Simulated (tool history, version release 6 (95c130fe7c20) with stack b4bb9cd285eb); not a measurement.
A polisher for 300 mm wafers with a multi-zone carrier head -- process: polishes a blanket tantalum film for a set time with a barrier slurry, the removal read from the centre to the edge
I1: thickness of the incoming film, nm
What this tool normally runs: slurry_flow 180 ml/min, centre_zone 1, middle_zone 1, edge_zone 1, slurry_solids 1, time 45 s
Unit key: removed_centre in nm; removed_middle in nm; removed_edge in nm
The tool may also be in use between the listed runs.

run 1 hour=0 | slurry_flow=180 centre_zone=0.89 middle_zone=1 edge_zone=1 slurry_solids=1 time=45 | I1=423.3 | removed_centre=61.6 removed_middle=71.4 removed_edge=71.2
run 2 hour=40.4 | slurry_flow=180 centre_zone=1 middle_zone=1.09 edge_zone=1 slurry_solids=0.85 time=38 | I1=419.6 | removed_centre=57 removed_middle=61.9 removed_edge=57.8
-- hour=111.8 edge zone pressure recalibrated
-- hour=115 carrier head's membrane replaced by a new one
run 3 hour=127.9 | slurry_flow=180 centre_zone=1 middle_zone=1 edge_zone=1 slurry_solids=1 time=45 | I1=410.8 | removed_centre=70.3 removed_middle=71.3 removed_edge=70.4
-- hour=199.9 worn pad replaced by a new one, of another model than before
run 4 hour=226.5 | slurry_flow=180 centre_zone=1 middle_zone=1 edge_zone=1 slurry_solids=1 time=45 | I1=424.8 | removed_centre=73 removed_middle=74.4 removed_edge=73.6
run 5 hour=292.3 | slurry_flow=220 centre_zone=1 middle_zone=1 edge_zone=1 slurry_solids=1 time=51 | I1=425.7 | removed_centre=86 removed_middle=86.3 removed_edge=86.9
run 6 hour=372.5 | slurry_flow=180 centre_zone=1 middle_zone=1 edge_zone=1 slurry_solids=1 time=45 | I1=415.9 | removed_centre=71.4 removed_middle=71.2 removed_edge=71.8
run 7 hour=429.6 | slurry_flow=180 centre_zone=1 middle_zone=1 edge_zone=1 slurry_solids=1 time=45 | I1=422.4 | removed_centre=71.8 removed_middle=72.6 removed_edge=72.2
run 8 hour=488.7 | slurry_flow=180 centre_zone=1 middle_zone=1 edge_zone=1 slurry_solids=1 time=54 | I1=417.8 | removed_centre=83.5 removed_middle=86.2 removed_edge=85.8
-- hour=537 centre zone pressure recalibrated
run 9 hour=595.9 | slurry_flow=180 centre_zone=1 middle_zone=1 edge_zone=1 slurry_solids=1 time=45 | I1=425.9 | removed_centre=69.7 removed_middle=71.4 removed_edge=72.7
-- hour=664.6 slurry nozzle cleaned
-- hour=676.9 edge zone pressure recalibrated
run 10 hour=702.3 | slurry_flow=180 centre_zone=0.92 middle_zone=1 edge_zone=1 slurry_solids=1 time=45 | I1=418.7 | removed_centre=63.9 removed_middle=72.1 removed_edge=71.9
run 11 hour=807 | slurry_flow=180 centre_zone=1 middle_zone=0.96 edge_zone=1 slurry_solids=1 time=45 | I1=413.6 | removed_centre=69.6 removed_middle=69.8 removed_edge=72.2
-- hour=854.1 worn pad replaced by a new one
run 12 hour=881.5 | slurry_flow=180 centre_zone=1.08 middle_zone=1.06 edge_zone=1 slurry_solids=1.15 time=45 | I1=419.9 | removed_centre=79.8 removed_middle=80.6 removed_edge=76.2
run 13 hour=940.4 | slurry_flow=180 centre_zone=1.03 middle_zone=1 edge_zone=1 slurry_solids=1 time=45 | I1=415.1 | removed_centre=72.2 removed_middle=71.5 removed_edge=72.6
run 14 hour=1048.3 | slurry_flow=220 centre_zone=1 middle_zone=1 edge_zone=1 slurry_solids=1.2 time=45 | I1=410.7 | removed_centre=77.3 removed_middle=79.4 removed_edge=78.7
run 15 hour=1131.4 | slurry_flow=240 centre_zone=1 middle_zone=1 edge_zone=1.07 slurry_solids=0.8 time=45 | I1=421.5 | removed_centre=69 removed_middle=71.8 removed_edge=72
run 16 hour=1219.8 | slurry_flow=180 centre_zone=1 middle_zone=1 edge_zone=1 slurry_solids=1 time=45 | I1=422 | removed_centre=68.6 removed_middle=70.6 removed_edge=71.8
-- hour=1285 edge zone pressure recalibrated
run 17 hour=1299.6 | slurry_flow=180 centre_zone=1 middle_zone=1 edge_zone=1 slurry_solids=1 time=45 | I1=417.4 | removed_centre=69 removed_middle=70.9 removed_edge=69.5
run 18 hour=1346.5 | slurry_flow=145 centre_zone=0.96 middle_zone=1 edge_zone=1 slurry_solids=1 time=34 | I1=417.4 | removed_centre=45.4 removed_middle=48.4 removed_edge=50.2
-- hour=1380.1 carrier head's membrane replaced by a new one
-- hour=1404.4 worn pad replaced by a new one
-- hour=1412 slurry nozzle cleaned
run 19 hour=1418.6 | slurry_flow=160 centre_zone=1 middle_zone=1 edge_zone=1 slurry_solids=1 time=51 | I1=423.4 | removed_centre=76.9 removed_middle=79.6 removed_edge=81.6
run 20 hour=1519.9 | slurry_flow=180 centre_zone=1 middle_zone=1 edge_zone=0.96 slurry_solids=0.8 time=45 | I1=419.9 | removed_centre=67.2 removed_middle=67.7 removed_edge=66.7

What if the next run were any one of these 5? Each begins from the tool's condition after run 20:
run A hour=1520.3 | slurry_flow=180 centre_zone=1 middle_zone=1 edge_zone=1 slurry_solids=1 time=45 | I1=424.3 | removed_centre=? removed_middle=? removed_edge=?
run B hour=1520.3 | slurry_flow=180 centre_zone=1 middle_zone=1 edge_zone=1.05 slurry_solids=1 time=54 | I1=424.3 | removed_centre=? removed_middle=? removed_edge=?
run C hour=1520.3 | slurry_flow=180 centre_zone=0.91 middle_zone=1 edge_zone=1.1 slurry_solids=1 time=45 | I1=424.3 | removed_centre=? removed_middle=? removed_edge=?
run D hour=1520.3 | slurry_flow=160 centre_zone=1 middle_zone=1.06 edge_zone=0.93 slurry_solids=1 time=34 | I1=424.3 | removed_centre=? removed_middle=? removed_edge=?
run E hour=1520.3 | slurry_flow=180 centre_zone=1 middle_zone=1 edge_zone=1.1 slurry_solids=1 time=45 | I1=424.3 | removed_centre=? removed_middle=? removed_edge=?

run=A removed_centre=72 removed_middle=72.8 removed_edge=72.8
run=B removed_centre=86.4 removed_middle=87.4 removed_edge=89.5
run=C removed_centre=65.4 removed_middle=72.8 removed_edge=76.3
run=D removed_centre=51.7 removed_middle=55.3 removed_edge=51.4
run=E removed_centre=72 removed_middle=72.8 removed_edge=76.3
With the hidden condition removed and each run's random variation left untouched, the same runs would have given:
run=A removed_centre=73.5 removed_middle=74.3 removed_edge=74.3
run=B removed_centre=88.1 removed_middle=89.2 removed_edge=91.3
run=C removed_centre=66.8 removed_middle=74.3 removed_edge=77.9
run=D removed_centre=52.8 removed_middle=56.4 removed_edge=52.5
run=E removed_centre=73.5 removed_middle=74.3 removed_edge=77.9

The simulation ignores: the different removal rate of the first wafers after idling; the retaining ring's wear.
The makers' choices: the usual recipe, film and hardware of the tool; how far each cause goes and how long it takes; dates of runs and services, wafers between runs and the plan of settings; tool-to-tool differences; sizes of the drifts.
